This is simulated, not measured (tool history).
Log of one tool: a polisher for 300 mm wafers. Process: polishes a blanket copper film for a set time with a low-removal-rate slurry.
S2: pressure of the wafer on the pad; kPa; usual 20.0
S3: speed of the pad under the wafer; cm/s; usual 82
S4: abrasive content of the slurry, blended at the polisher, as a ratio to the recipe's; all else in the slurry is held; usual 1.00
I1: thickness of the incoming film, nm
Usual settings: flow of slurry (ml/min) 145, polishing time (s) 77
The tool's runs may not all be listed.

Run 1, hour 0.0: usual settings but S4 0.85; I1 1117.6. Result: film removed (angstrom) 1607.
Run 2, hour 8.2: usual settings but S4 0.85; I1 1110.4. Result: film removed (angstrom) 1598.
Run 3, hour 22.6: usual settings but polishing time (s) 96; I1 1128.1. Result: film removed (angstrom) 2035.
At hour 24.6: slurry blender recalibrated.
At hour 33.9: worn pad replaced by a new one.
Run 4, hour 34.9: usual settings but S4 0.80; I1 1129.4. Result: film removed (angstrom) 1559.
Run 5, hour 51.8: usual settings but S4 0.80; I1 1145.6. Result: film removed (angstrom) 1556.
Run 6, hour 62.2: usual settings; I1 1132.4. Result: film removed (angstrom) 1622.
Run 7, hour 79.8: usual settings; I1 1128.5. Result: film removed (angstrom) 1616.
Run 8, hour 87.3: usual settings but S4 1.25; I1 1135.9. Result: film removed (angstrom) 1696.
Run 9, hour 102.5: usual settings but flow of slurry (ml/min) 130; I1 1126.4. Result: film removed (angstrom) 1588.
Run 10, hour 112.4: usual settings; I1 1115.8. Result: film removed (angstrom) 1608.
Run 11, hour 122.8: usual settings but S2 15.2 kPa; I1 1126.3. Result: film removed (angstrom) 1358.
Run 12, hour 134.1: usual settings but flow of slurry (ml/min) 105, S2 25.5 kPa, S4 1.20, polishing time (s) 60; I1 1137.3. Result: film removed (angstrom) 1436.
Run 13, hour 144.8: usual settings; I1 1132.3. Result: film removed (angstrom) 1579.
At hour 152.5: worn pad replaced by a new one.
Run 14, hour 153.0: usual settings but S2 24.1 kPa; I1 1128.2. Result: film removed (angstrom) 1803.
At hour 166.5: slurry nozzle cleaned.
Run 15, hour 167.0: usual settings but S4 0.85; I1 1130.6. Result: film removed (angstrom) 1538.
At hour 171.7: slurry blender recalibrated.
Run 16, hour 174.1: usual settings but flow of slurry (ml/min) 165; I1 1104.8. Result: film removed (angstrom) 1622.
Run 17, hour 182.2: usual settings but S2 26.2 kPa, S4 0.80; I1 1139.6. Result: film removed (angstrom) 1827.
Run 18, hour 195.5: usual settings but polishing time (s) 60; I1 1139.5. Result: film removed (angstrom) 1238.
Run 19, hour 209.6: usual settings; I1 1110.3. Result: film removed (angstrom) 1578.
Run 20, hour 222.5: usual settings but S2 22.1 kPa, S3 104 cm/s, polishing time (s) 65; I1 1123.4. Result: film removed (angstrom) 1742.
Run 21, hour 230.3: usual settings but S2 15.9 kPa; I1 1131.1. Result: film removed (angstrom) 1358.
Run 22, hour 242.1: usual settings but S3 104 cm/s; I1 1106.4. Result: film removed (angstrom) 1946.
At hour 251.7: head pressure recalibrated.
At hour 257.5: worn pad replaced by a new one.
Run 23, hour 259.7: usual settings but S4 1.25; I1 1139.8. Result: film removed (angstrom) 1762.
Run 24, hour 269.4: usual settings but S4 1.25; I1 1118.0. Result: film removed (angstrom) 1777.
Run 25, hour 282.9: usual settings but flow of slurry (ml/min) 180; I1 1146.0. Result: film removed (angstrom) 1772.
At hour 320.1: slurry blender recalibrated.
Run 26, hour 324.6: usual settings but flow of slurry (ml/min) 100, S2 15.9 kPa, S3 70 cm/s, polishing time (s) 84; I1 1125.7. Result: film removed (angstrom) 1311.
Run 27, hour 340.4: usual settings but S2 16.5 kPa, S3 94 cm/s, polishing time (s) 63; I1 1135.4. Result: film removed (angstrom) 1386.
Run 28, hour 352.2: usual settings but S2 25.5 kPa; I1 1117.2. Result: film removed (angstrom) 2032.
Run 29, hour 361.0: usual settings but polishing time (s) 103; I1 1112.7. Result: film removed (angstrom) 2322.
Run 30, hour 372.4: usual settings but S3 68 cm/s, S4 1.30, polishing time (s) 90; I1 1139.9. Result: film removed (angstrom) 1778.

The same runs without the tool's hidden state, with the same run-to-run variation:
The hidden state here: removal rate lost through wear of the pad, %; slurry flow missing at the pad, %; deviation of the head's pressure from its setpoint, %; abrasive missing from the slurry, %.
run  film removed (angstrom)
  1                     1688
  2                     1680
  3                     2144
  4                     1646
  5                     1646
  6                     1719
  7                     1718
  8                     1805
  9                     1694
 10                     1718
 11                     1453
 12                     1540
 13                     1696
 14                     1939
 15                     1658
 16                     1751
 17                     1976
 18                     1341
 19                     1715
 20                     1897
 21                     1482
 22                     2128
 23                     1766
 24                     1781
 25                     1776
 26                     1315
 27                     1390
 28                     2039
 29                     2330
 30                     1785
